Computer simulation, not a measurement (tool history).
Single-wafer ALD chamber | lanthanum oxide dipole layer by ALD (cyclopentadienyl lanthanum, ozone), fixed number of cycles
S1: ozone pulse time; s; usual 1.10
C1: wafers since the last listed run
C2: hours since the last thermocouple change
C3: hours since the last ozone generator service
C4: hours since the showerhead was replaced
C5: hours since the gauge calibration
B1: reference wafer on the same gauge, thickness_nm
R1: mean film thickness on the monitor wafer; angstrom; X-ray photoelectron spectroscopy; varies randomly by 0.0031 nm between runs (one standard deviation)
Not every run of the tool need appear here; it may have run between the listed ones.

Run 1, hour 0.0: usual settings; C1 0; C2 168.0; C3 187.2; C4 3908.0; C5 2433.1; B1 0.642. Result: R1 5.61 angstrom.
Run 2, hour 82.1: usual settings but S1 0.91 s; C1 1787; C2 250.1; C3 269.3; C4 3990.1; C5 2515.2; B1 0.645. Result: R1 5.46 angstrom.
Run 3, hour 128.7: usual settings but S1 1.24 s; C1 1014; C2 296.7; C3 315.9; C4 4036.7; C5 2561.8; B1 0.644. Result: R1 5.76 angstrom.
Run 4, hour 221.0: usual settings but S1 1.24 s; C1 2009; C2 389.0; C3 408.2; C4 4129.0; C5 2654.1; B1 0.646. Result: R1 5.76 angstrom.
Run 5, hour 308.9: usual settings; C1 1913; C2 476.9; C3 496.1; C4 4216.9; C5 2742.0; B1 0.647. Result: R1 5.67 angstrom.
Run 6, hour 409.4: usual settings; C1 2187; C2 577.4; C3 596.6; C4 4317.4; C5 2842.5; B1 0.649. Result: R1 5.70 angstrom.
At hour 489.4: gauge calibrated.
Run 7, hour 506.8: usual settings but S1 1.29 s; C1 2120; C2 674.8; C3 694.0; C4 4414.8; C5 17.4; B1 0.627. Result: R1 5.62 angstrom.
Run 8, hour 559.1: usual settings but S1 1.28 s; C1 1138; C2 727.1; C3 746.3; C4 4467.1; C5 69.7; B1 0.628. Result: R1 5.68 angstrom.
Run 9, hour 597.7: usual settings but S1 1.28 s; C1 840; C2 765.7; C3 784.9; C4 4505.7; C5 108.3; B1 0.627. Result: R1 5.63 angstrom.
Run 10, hour 657.9: usual settings but S1 1.28 s; C1 1310; C2 825.9; C3 845.1; C4 4565.9; C5 168.5; B1 0.628. Result: R1 5.58 angstrom.
Run 11, hour 735.9: usual settings; C1 1697; C2 903.9; C3 923.1; C4 4643.9; C5 246.5; B1 0.629. Result: R1 5.43 angstrom.
Run 12, hour 790.3: usual settings; C1 1184; C2 958.3; C3 977.5; C4 4698.3; C5 300.9; B1 0.628. Result: R1 5.51 angstrom.
Run 13, hour 859.8: usual settings but S1 0.74 s; C1 1512; C2 1027.8; C3 1047.0; C4 4767.8; C5 370.4; B1 0.628. Result: R1 5.19 angstrom.
Run 14, hour 920.2: usual settings but S1 0.70 s; C1 1314; C2 1088.2; C3 1107.4; C4 4828.2; C5 430.8; B1 0.628. Result: R1 5.11 angstrom.
Run 15, hour 1012.3: usual settings but S1 1.27 s; C1 2004; C2 1180.3; C3 1199.5; C4 4920.3; C5 522.9; B1 0.628. Result: R1 5.68 angstrom.
Run 16, hour 1087.7: usual settings; C1 1641; C2 1255.7; C3 1274.9; C4 4995.7; C5 598.3; B1 0.629. Result: R1 5.54 angstrom.
At hour 1174.0: ozone generator serviced.
Run 17, hour 1351.6: usual settings but S1 1.47 s; C1 5570; C2 1519.6; C3 177.6; C4 5259.6; C5 862.2; B1 0.631. Result: R1 5.73 angstrom.
Run 18, hour 1441.6: usual settings; C1 1959; C2 1609.6; C3 267.6; C4 5349.6; C5 952.2; B1 0.631. Result: R1 5.53 angstrom.
Run 19, hour 1506.2: usual settings but S1 0.95 s; C1 1406; C2 1674.2; C3 332.2; C4 5414.2; C5 1016.8; B1 0.631. Result: R1 5.47 angstrom.
Run 20, hour 1580.6: usual settings but S1 1.38 s; C1 1619; C2 1748.6; C3 406.6; C4 5488.6; C5 1091.2; B1 0.631. Result: R1 5.70 angstrom.
At hour 1590.2: showerhead replaced.
Run 21, hour 1665.0: usual settings but S1 1.37 s; C1 1663; C2 1833.0; C3 491.0; C4 74.8; C5 1175.6; B1 0.632. Result: R1 5.71 angstrom.
Run 22, hour 1719.2: usual settings but S1 1.52 s; C1 1179; C2 1887.2; C3 545.2; C4 129.0; C5 1229.8; B1 0.632. Result: R1 5.80 angstrom.
At hour 1796.8: thermocouple changed; heater temperature recalibrated.
Run 23, hour 1797.3: usual settings but S1 0.85 s; C1 1525; C2 0.5; C3 623.3; C4 207.1; C5 1307.9; B1 0.633. Result: R1 5.35 angstrom.
Run 24, hour 1845.9: usual settings; C1 1057; C2 49.1; C3 671.9; C4 255.7; C5 1356.5; B1 0.633. Result: R1 5.49 angstrom.
Run 25, hour 1933.4: usual settings but S1 0.71 s; C1 1904; C2 136.6; C3 759.4; C4 343.2; C5 1444.0; B1 0.634. Result: R1 5.17 angstrom.
Run 26, hour 1995.4: usual settings but S1 0.70 s; C1 1349; C2 198.6; C3 821.4; C4 405.2; C5 1506.0; B1 0.634. Result: R1 5.13 angstrom.
Run 27, hour 2049.0: usual settings but S1 1.28 s; C1 1166; C2 252.2; C3 875.0; C4 458.8; C5 1559.6; B1 0.635. Result: R1 5.70 angstrom.
Run 28, hour 2148.7: usual settings but S1 1.26 s; C1 2170; C2 351.9; C3 974.7; C4 558.5; C5 1659.3; B1 0.636. Result: R1 5.70 angstrom.
Run 29, hour 2187.7: usual settings but S1 1.30 s; C1 848; C2 390.9; C3 1013.7; C4 597.5; C5 1698.3; B1 0.636. Result: R1 5.70 angstrom.
At hour 2230.2: ozone generator serviced.
Run 30, hour 2266.4: usual settings; C1 1539; C2 469.6; C3 36.2; C4 676.2; C5 1777.0; B1 0.638. Result: R1 5.54 angstrom.
Run 31, hour 2353.2: usual settings but S1 1.28 s; C1 1889; C2 556.4; C3 123.0; C4 763.0; C5 1863.8; B1 0.637. Result: R1 5.73 angstrom.
Run 32, hour 2428.5: usual settings but S1 0.82 s; C1 1639; C2 631.7; C3 198.3; C4 838.3; C5 1939.1; B1 0.639. Result: R1 5.34 angstrom.
Run 33, hour 2474.4: usual settings but S1 1.41 s; C1 999; C2 677.6; C3 244.2; C4 884.2; C5 1985.0; B1 0.640. Result: R1 5.84 angstrom.

What differs in the tool's unlogged condition from the final listed run ahead of each entry between runs to the first listed run following it?
From run 6 to run 7: gauge calibrated (hour 489.4)
  gauge reads high (%): 3.31 -> -0.0185
  the result without the hidden state subtracted from the measured one, R1: +0.18 -> +0.00 angstrom
From run 16 to run 17: ozone generator serviced (hour 1174.0)
  gauge reads high (%): 0.149 -> 0.33
  the result without the hidden state subtracted from the measured one, R1: +0.01 -> +0.02 angstrom
From run 20 to run 21: showerhead replaced (hour 1590.2)
  gauge reads high (%): 0.539 -> 0.629
  the result without the hidden state subtracted from the measured one, R1: +0.03 -> +0.03 angstrom
From run 22 to run 23: thermocouple changed; heater temperature recalibrated (hour 1796.8)
  gauge reads high (%): 0.69 -> 0.783
  the result without the hidden state subtracted from the measured one, R1: +0.04 -> +0.04 angstrom
From run 29 to run 30: ozone generator serviced (hour 2230.2)
  gauge reads high (%): 1.33 -> 1.46
  the result without the hidden state subtracted from the measured one, R1: +0.07 -> +0.08 angstrom
